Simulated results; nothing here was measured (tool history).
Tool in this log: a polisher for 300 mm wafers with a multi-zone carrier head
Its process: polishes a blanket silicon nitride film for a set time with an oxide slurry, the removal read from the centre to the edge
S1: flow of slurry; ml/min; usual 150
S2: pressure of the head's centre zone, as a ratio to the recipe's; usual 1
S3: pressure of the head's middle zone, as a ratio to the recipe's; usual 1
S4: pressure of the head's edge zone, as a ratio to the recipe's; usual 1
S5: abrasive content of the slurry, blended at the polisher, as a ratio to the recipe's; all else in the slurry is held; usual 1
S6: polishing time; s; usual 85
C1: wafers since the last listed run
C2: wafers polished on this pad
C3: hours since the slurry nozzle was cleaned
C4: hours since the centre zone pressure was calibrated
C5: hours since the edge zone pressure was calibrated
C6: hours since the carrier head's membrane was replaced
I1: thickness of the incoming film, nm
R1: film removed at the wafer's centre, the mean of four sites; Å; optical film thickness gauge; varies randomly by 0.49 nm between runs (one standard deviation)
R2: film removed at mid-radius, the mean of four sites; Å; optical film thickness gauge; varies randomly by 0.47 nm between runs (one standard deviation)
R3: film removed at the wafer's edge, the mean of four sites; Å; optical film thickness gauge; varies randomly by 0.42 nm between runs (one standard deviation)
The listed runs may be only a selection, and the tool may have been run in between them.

run	hour	S1	S2	S3	S4	S5	S6	C1	C2	C3	C4	C5	C6	I1	R1	R2	R3
1	0	150	0.96	1	1	1	85	0	4003	274.5	782.5	302.1	1600.2	329.1	524	546	532
# hour 38.7: centre zone pressure recalibrated
2	64.6	150	1	0.88	1	1	85	518	4522	339.1	25.9	366.7	1664.8	335.1	537	487	527
# hour 131.4: worn pad replaced by a new one
3	136.6	150	1	1	1	1	95	563	42	411.1	97.9	438.7	1736.8	333.2	637	641	632
4	198.7	175	1	1	0.94	1	85	514	557	473.2	160	500.8	1798.9	335.6	578	574	557
5	268.9	150	1	1.05	0.94	0.8	85	581	1138	543.4	230.2	571	1869.1	324.4	500	521	479
6	309.7	150	1.08	1	1	1	64	338	1476	584.2	271	611.8	1909.9	328.3	450	421	414
# hour 323.1: carrier head's membrane replaced by a new one
7	392.6	150	0.93	1	1	1	85	645	2122	667.1	353.9	694.7	69.5	325.8	517	558	536
8	454.1	175	1	0.88	1	1.15	100	509	2631	728.6	415.4	756.2	131	324.4	718	644	694
# hour 457.9: slurry nozzle cleaned
# hour 509.9: edge zone pressure recalibrated
9	535.2	150	1.12	1.08	0.94	0.9	85	647	3279	77.3	496.5	25.3	212.1	334.8	585	556	487
10	625.9	150	1	1	0.92	0.85	74	751	4030	168	587.2	116	302.8	328.4	431	435	412
11	705.9	150	1	1	0.94	0.75	57	662	4693	248	667.2	196	382.8	329.7	310	311	294
# hour 729: centre zone pressure recalibrated
# hour 764.7: worn pad replaced by a new one
12	766.7	150	1	0.94	1	1.15	85	454	16	308.8	37.7	256.8	443.6	332.7	611	577	600
13	813	150	1	1	0.92	1	62	383	400	355.1	84	303.1	489.9	324.6	411	418	395
14	856.5	185	1	1	1	1	79	360	760	398.6	127.5	346.6	533.4	327.4	547	555	528
15	946.1	150	1	1	1	1	85	742	1502	488.2	217.1	436.2	623	330.5	555	567	558
16	1031.9	150	1	1	1	1	85	710	2213	574	302.9	522	708.8	330.7	545	557	552
17	1077.2	150	1.1	1.07	0.93	1.25	85	375	2589	619.3	348.2	567.3	754.1	329.8	673	647	577
18	1157.9	150	1	1	1	1	85	668	3257	700	428.9	648	834.8	329.8	547	558	535
19	1200.1	150	0.89	1	1	1	85	349	3607	742.2	471.1	690.2	877	331	479	551	540
# hour 1212.7: edge zone pressure recalibrated
# hour 1236.7: slurry nozzle cleaned
20	1251	170	1	1.03	1	1	85	396	4004	14.3	522	38.3	927.9	328.5	559	572	550
21	1314.8	150	1.04	1.03	1	1	85	528	4533	78.1	585.8	102.1	991.7	330.9	563	553	528

Here are 4 independent what-if runs from the current tool condition. What would each one return?
A	1315.3	200	1	1	1	1	85	4	4537	78.6	586.3	102.6	992.2	331.9	?	?	?
B	1315.3	110	1	1	1	1	85	4	4537	78.6	586.3	102.6	992.2	331.9	?	?	?
C	1315.3	150	1.06	0.94	1	1	85	4	4537	78.6	586.3	102.6	992.2	331.9	?	?	?
D	1315.3	150	1	1.06	1	1	85	4	4537	78.6	586.3	102.6	992.2	331.9	?	?	?

run	R1	R2	R3
A	560	565	546
B	500	511	508
C	565	514	530
D	533	569	529
Without the tool's hidden state the same runs would have given:
run	R1	R2	R3
A	596	601	581
B	532	544	541
C	602	547	564
D	568	605	563
